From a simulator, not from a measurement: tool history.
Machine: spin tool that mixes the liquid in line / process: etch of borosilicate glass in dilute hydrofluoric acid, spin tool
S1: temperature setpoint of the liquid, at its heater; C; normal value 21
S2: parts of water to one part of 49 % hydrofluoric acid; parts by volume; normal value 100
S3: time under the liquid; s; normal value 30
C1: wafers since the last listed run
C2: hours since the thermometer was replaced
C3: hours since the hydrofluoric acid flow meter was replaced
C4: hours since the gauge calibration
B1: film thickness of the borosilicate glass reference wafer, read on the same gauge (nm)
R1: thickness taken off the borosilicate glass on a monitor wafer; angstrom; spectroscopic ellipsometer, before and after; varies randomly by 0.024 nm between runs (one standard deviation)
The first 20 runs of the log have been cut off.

run   hour    S1   S2  S3   C1     C2     C3     C4      B1     R1
 21  442.1    23  100  45  179     37  264.2  184.6   99.98  125.1
 22  454.5    21   85  30  116   49.4  276.6    197   99.99     92
 23  467.2    21   75  30  119   62.1  289.3  209.7     100  105.4
 24  490.6  18.5   65  15  220   85.5  312.7  233.1     100   55.2
 25  513.6    21  100  30  216  108.5  335.7  256.1   99.99     77
 26  614.2  25.5  140  45  947  209.1  436.3  356.7  100.01   93.9
 27  648.4  22.5  115  30  322  243.3  470.5  390.9   99.98   69.9
 28  662.6    17   65  30  133  257.5  484.7  405.1     100  104.3
 29  681.1    21  100  30  174    276  503.2  423.6  100.02   76.7
 30    708    23  135  40  253  302.9  530.1  450.5  100.01   79.2
 31  729.4  17.5  100  30  201  324.3  551.5  471.9   99.98   66.5
 32  752.6    21  125  30  218  347.5  574.7  495.1  100.03   59.8

5 ways to go on from here, each from the tool as it stands after run 32. What would each give?
  A   753  21  100  30   3  347.9  575.1  495.5   ?   ?
  B   753  21  100  35   3  347.9  575.1  495.5   ?   ?
  C   753  25   80  30   3  347.9  575.1  495.5   ?   ?
  D   753  26  140  20   3  347.9  575.1  495.5   ?   ?
  E   753  21   75  25   3  347.9  575.1  495.5   ?   ?

run     B1    R1
  A  99.99    77
  B  99.99  89.9
  C  99.99   116
  D  99.99  42.6
  E  99.99  88.1
With the hidden condition removed and each run's random variation left untouched, the same runs would have given:
run     R1
  A     77
  B   89.8
  C  115.9
  D   42.6
  E   88.1

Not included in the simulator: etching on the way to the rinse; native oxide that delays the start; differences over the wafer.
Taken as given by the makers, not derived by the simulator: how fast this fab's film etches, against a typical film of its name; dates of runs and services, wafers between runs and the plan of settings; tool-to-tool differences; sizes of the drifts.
